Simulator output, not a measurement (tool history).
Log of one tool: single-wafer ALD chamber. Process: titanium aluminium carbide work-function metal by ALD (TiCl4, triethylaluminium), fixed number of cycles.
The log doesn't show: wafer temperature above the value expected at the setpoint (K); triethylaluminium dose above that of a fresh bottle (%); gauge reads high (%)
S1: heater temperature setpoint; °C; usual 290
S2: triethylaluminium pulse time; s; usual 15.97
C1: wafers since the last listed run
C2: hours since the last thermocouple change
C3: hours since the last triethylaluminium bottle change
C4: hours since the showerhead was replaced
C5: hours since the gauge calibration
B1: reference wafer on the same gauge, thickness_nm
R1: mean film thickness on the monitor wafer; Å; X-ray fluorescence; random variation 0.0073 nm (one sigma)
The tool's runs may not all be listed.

run 1 hour=0.0 | S1=290 S2=13.90 | C1=0 C2=1180.4 C3=660.7 C4=6966.2 C5=156.5 | B1=1.848 | R1=17.29
run 2 hour=80.0 | S1=290 S2=13.97 | C1=904 C2=1260.4 C3=740.7 C4=7046.2 C5=236.5 | B1=1.853 | R1=17.23
run 3 hour=176.3 | S1=290 S2=13.97 | C1=1089 C2=1356.7 C3=837.0 C4=7142.5 C5=332.8 | B1=1.850 | R1=17.15
-- hour=193.5 triethylaluminium bottle replaced
run 4 hour=282.5 | S1=290 S2=13.97 | C1=1110 C2=1462.9 C3=89.0 C4=7248.7 C5=439.0 | B1=1.849 | R1=17.82
run 5 hour=375.7 | S1=296 S2=11.82 | C1=1054 C2=1556.1 C3=182.2 C4=7341.9 C5=532.2 | B1=1.851 | R1=17.97
run 6 hour=469.8 | S1=296 S2=11.82 | C1=1064 C2=1650.2 C3=276.3 C4=7436.0 C5=626.3 | B1=1.849 | R1=17.68
run 7 hour=576.5 | S1=281 S2=15.97 | C1=1206 C2=1756.9 C3=383.0 C4=7542.7 C5=733.0 | B1=1.848 | R1=17.22
run 8 hour=637.3 | S1=281 S2=15.97 | C1=687 C2=1817.7 C3=443.8 C4=7603.5 C5=793.8 | B1=1.849 | R1=17.02
-- hour=655.6 showerhead replaced
run 9 hour=679.6 | S1=281 S2=15.97 | C1=388 C2=1860.0 C3=486.1 C4=24.0 C5=836.1 | B1=1.849 | R1=16.86
run 10 hour=717.3 | S1=290 S2=15.97 | C1=426 C2=1897.7 C3=523.8 C4=61.7 C5=873.8 | B1=1.850 | R1=17.60
run 11 hour=823.6 | S1=290 S2=15.97 | C1=1202 C2=2004.0 C3=630.1 C4=168.0 C5=980.1 | B1=1.850 | R1=17.65
-- hour=919.3 thermocouple changed; heater temperature recalibrated
run 12 hour=923.0 | S1=285 S2=22.14 | C1=1033 C2=3.7 C3=729.5 C4=267.4 C5=1079.5 | B1=1.849 | R1=17.58
run 13 hour=969.0 | S1=303 S2=18.06 | C1=520 C2=49.7 C3=775.5 C4=313.4 C5=1125.5 | B1=1.851 | R1=18.83
-- hour=1026.9 gauge calibrated
run 14 hour=1047.1 | S1=277 S2=10.76 | C1=883 C2=127.8 C3=853.6 C4=391.5 C5=20.2 | B1=1.851 | R1=15.37
-- hour=1111.4 triethylaluminium bottle replaced
run 15 hour=1114.4 | S1=290 S2=15.97 | C1=670 C2=195.1 C3=3.0 C4=458.8 C5=87.5 | B1=1.850 | R1=18.03
run 16 hour=1215.1 | S1=290 S2=15.97 | C1=1139 C2=295.8 C3=103.7 C4=559.5 C5=188.2 | B1=1.851 | R1=18.03
run 17 hour=1257.8 | S1=295 S2=11.13 | C1=483 C2=338.5 C3=146.4 C4=602.2 C5=230.9 | B1=1.849 | R1=17.60
run 18 hour=1311.6 | S1=299 S2=12.33 | C1=608 C2=392.3 C3=200.2 C4=656.0 C5=284.7 | B1=1.849 | R1=18.07
run 19 hour=1349.1 | S1=290 S2=15.97 | C1=424 C2=429.8 C3=237.7 C4=693.5 C5=322.2 | B1=1.847 | R1=17.90
run 20 hour=1527.3 | S1=276 S2=15.97 | C1=2015 C2=608.0 C3=415.9 C4=871.7 C5=500.4 | B1=1.851 | R1=16.60
run 21 hour=1610.2 | S1=277 S2=20.65 | C1=937 C2=690.9 C3=498.8 C4=954.6 C5=583.3 | B1=1.853 | R1=16.96
run 22 hour=1687.5 | S1=284 S2=21.80 | C1=874 C2=768.2 C3=576.1 C4=1031.9 C5=660.6 | B1=1.848 | R1=17.50

Forecast each of these 5 alternatives for the next run:
run A hour=1687.9 | S1=290 S2=15.97 | C1=4 C2=768.6 C3=576.5 C4=1032.3 C5=661.0 | B1=? | R1=?
run B hour=1687.9 | S1=281 S2=18.68 | C1=4 C2=768.6 C3=576.5 C4=1032.3 C5=661.0 | B1=? | R1=?
run C hour=1687.9 | S1=295 S2=19.30 | C1=4 C2=768.6 C3=576.5 C4=1032.3 C5=661.0 | B1=? | R1=?
run D hour=1687.9 | S1=298 S2=17.87 | C1=4 C2=768.6 C3=576.5 C4=1032.3 C5=661.0 | B1=? | R1=?
run E hour=1687.9 | S1=279 S2=10.87 | C1=4 C2=768.6 C3=576.5 C4=1032.3 C5=661.0 | B1=? | R1=?

run=A B1=1.847 R1=17.67
run=B B1=1.847 R1=17.18
run=C B1=1.847 R1=18.32
run=D B1=1.847 R1=18.47
run=E B1=1.847 R1=15.72
Without the tool's hidden state the same runs would have given:
run=A R1=18.05
run=B R1=17.38
run=C R1=18.50
run=D R1=18.73
run=E R1=16.78
